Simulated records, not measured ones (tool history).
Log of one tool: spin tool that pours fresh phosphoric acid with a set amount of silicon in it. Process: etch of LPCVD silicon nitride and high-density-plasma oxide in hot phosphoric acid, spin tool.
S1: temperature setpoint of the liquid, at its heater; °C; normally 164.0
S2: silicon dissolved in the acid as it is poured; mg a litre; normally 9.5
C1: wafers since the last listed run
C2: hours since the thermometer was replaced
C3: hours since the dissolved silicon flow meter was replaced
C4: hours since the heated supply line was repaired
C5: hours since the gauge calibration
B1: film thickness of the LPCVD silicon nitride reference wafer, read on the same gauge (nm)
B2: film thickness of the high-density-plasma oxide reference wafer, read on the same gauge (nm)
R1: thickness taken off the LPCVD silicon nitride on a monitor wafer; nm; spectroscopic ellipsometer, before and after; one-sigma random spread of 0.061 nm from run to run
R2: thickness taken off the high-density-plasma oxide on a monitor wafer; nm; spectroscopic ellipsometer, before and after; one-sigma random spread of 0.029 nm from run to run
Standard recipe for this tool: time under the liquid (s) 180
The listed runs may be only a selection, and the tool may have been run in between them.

run 1 hour=0.0 | S1=164.0 S2=9.5 time_under_the_liquid_(s)=225 | C1=0 C2=55.9 C3=703.4 C4=2856.0 C5=112.8 | B1=109.98 B2=140.012 | R1=21.95 R2=0.777
run 2 hour=31.9 | S1=162.0 S2=14.0 time_under_the_liquid_(s)=210 | C1=239 C2=87.8 C3=735.3 C4=2887.9 C5=144.7 | B1=109.96 B2=140.006 | R1=19.13 R2=0.655
run 3 hour=53.9 | S1=164.0 S2=9.5 time_under_the_liquid_(s)=180 | C1=165 C2=109.8 C3=757.3 C4=2909.9 C5=166.7 | B1=110.01 B2=140.000 | R1=17.59 R2=0.669
run 4 hour=88.9 | S1=166.5 S2=9.5 time_under_the_liquid_(s)=100 | C1=262 C2=144.8 C3=792.3 C4=2944.9 C5=201.7 | B1=109.96 B2=139.992 | R1=10.63 R2=0.474
run 5 hour=104.5 | S1=164.0 S2=13.5 time_under_the_liquid_(s)=235 | C1=117 C2=160.4 C3=807.9 C4=2960.5 C5=217.3 | B1=110.01 B2=139.978 | R1=22.91 R2=0.770
run 6 hour=138.1 | S1=161.0 S2=16.5 time_under_the_liquid_(s)=210 | C1=252 C2=194.0 C3=841.5 C4=2994.1 C5=250.9 | B1=110.01 B2=140.017 | R1=18.55 R2=0.534
-- hour=151.8 dissolved silicon flow meter replaced
run 7 hour=171.1 | S1=164.0 S2=9.5 time_under_the_liquid_(s)=180 | C1=240 C2=227.0 C3=19.3 C4=3027.1 C5=283.9 | B1=109.99 B2=139.990 | R1=17.65 R2=0.643
run 8 hour=200.4 | S1=164.0 S2=17.0 time_under_the_liquid_(s)=180 | C1=219 C2=256.3 C3=48.6 C4=3056.4 C5=313.2 | B1=110.00 B2=140.017 | R1=17.42 R2=0.527
run 9 hour=299.3 | S1=165.5 S2=12.0 time_under_the_liquid_(s)=270 | C1=742 C2=355.2 C3=147.5 C4=3155.3 C5=412.1 | B1=109.99 B2=140.003 | R1=27.68 R2=1.062
-- hour=314.8 heated supply line repaired
run 10 hour=322.3 | S1=166.5 S2=3.5 time_under_the_liquid_(s)=180 | C1=165 C2=378.2 C3=170.5 C4=7.5 C5=435.1 | B1=110.01 B2=139.992 | R1=18.93 R2=0.993
run 11 hour=350.8 | S1=164.0 S2=16.0 time_under_the_liquid_(s)=270 | C1=213 C2=406.7 C3=199.0 C4=36.0 C5=463.6 | B1=110.02 B2=140.002 | R1=26.31 R2=0.851
run 12 hour=375.9 | S1=164.0 S2=9.5 time_under_the_liquid_(s)=180 | C1=188 C2=431.8 C3=224.1 C4=61.1 C5=488.7 | B1=109.99 B2=140.000 | R1=17.52 R2=0.633
run 13 hour=398.3 | S1=166.5 S2=16.0 time_under_the_liquid_(s)=100 | C1=168 C2=454.2 C3=246.5 C4=83.5 C5=511.1 | B1=109.99 B2=140.011 | R1=10.57 R2=0.396
run 14 hour=431.1 | S1=165.5 S2=3.5 time_under_the_liquid_(s)=145 | C1=246 C2=487.0 C3=279.3 C4=116.3 C5=543.9 | B1=110.01 B2=140.006 | R1=14.84 R2=0.635
run 15 hour=460.6 | S1=166.5 S2=16.0 time_under_the_liquid_(s)=100 | C1=221 C2=516.5 C3=308.8 C4=145.8 C5=573.4 | B1=110.02 B2=140.004 | R1=10.57 R2=0.383
run 16 hour=475.0 | S1=164.0 S2=5.0 time_under_the_liquid_(s)=180 | C1=108 C2=530.9 C3=323.2 C4=160.2 C5=587.8 | B1=109.99 B2=139.973 | R1=17.36 R2=0.730
run 17 hour=503.5 | S1=166.5 S2=9.5 time_under_the_liquid_(s)=110 | C1=213 C2=559.4 C3=351.7 C4=188.7 C5=616.3 | B1=110.02 B2=139.994 | R1=11.61 R2=0.477
run 18 hour=523.6 | S1=164.0 S2=9.5 time_under_the_liquid_(s)=180 | C1=150 C2=579.5 C3=371.8 C4=208.8 C5=636.4 | B1=109.98 B2=139.991 | R1=17.44 R2=0.627
-- hour=537.2 gauge calibrated
run 19 hour=563.7 | S1=166.5 S2=3.0 time_under_the_liquid_(s)=250 | C1=301 C2=619.6 C3=411.9 C4=248.9 C5=26.5 | B1=109.98 B2=140.006 | R1=26.20 R2=1.279
run 20 hour=593.3 | S1=163.0 S2=15.5 time_under_the_liquid_(s)=235 | C1=222 C2=649.2 C3=441.5 C4=278.5 C5=56.1 | B1=109.97 B2=140.006 | R1=22.03 R2=0.682
run 21 hour=628.9 | S1=161.5 S2=12.0 time_under_the_liquid_(s)=85 | C1=267 C2=684.8 C3=477.1 C4=314.1 C5=91.7 | B1=110.04 B2=140.009 | R1=7.58 R2=0.231
run 22 hour=649.0 | S1=163.0 S2=16.5 time_under_the_liquid_(s)=230 | C1=150 C2=704.9 C3=497.2 C4=334.2 C5=111.8 | B1=110.00 B2=139.989 | R1=21.43 R2=0.673

What if the next run were any one of these 3? Each begins from the tool's condition after run 22:
run A hour=649.5 | S1=164.0 S2=9.5 time_under_the_liquid_(s)=145 | C1=3 C2=705.4 C3=497.7 C4=334.7 C5=112.3 | B1=? B2=? | R1=? R2=?
run B hour=649.5 | S1=165.0 S2=9.5 time_under_the_liquid_(s)=285 | C1=3 C2=705.4 C3=497.7 C4=334.7 C5=112.3 | B1=? B2=? | R1=? R2=?
run C hour=649.5 | S1=163.0 S2=9.5 time_under_the_liquid_(s)=95 | C1=3 C2=705.4 C3=497.7 C4=334.7 C5=112.3 | B1=? B2=? | R1=? R2=?

run=A B1=109.97 B2=139.982 R1=13.96 R2=0.567
run=B B1=109.97 B2=139.982 R1=28.35 R2=1.199
run=C B1=109.97 B2=139.982 R1=8.85 R2=0.345
What these runs would have given with no unlogged condition in the tool:
run=A R1=14.17 R2=0.586
run=B R1=28.78 R2=1.239
run=C R1=8.98 R2=0.357

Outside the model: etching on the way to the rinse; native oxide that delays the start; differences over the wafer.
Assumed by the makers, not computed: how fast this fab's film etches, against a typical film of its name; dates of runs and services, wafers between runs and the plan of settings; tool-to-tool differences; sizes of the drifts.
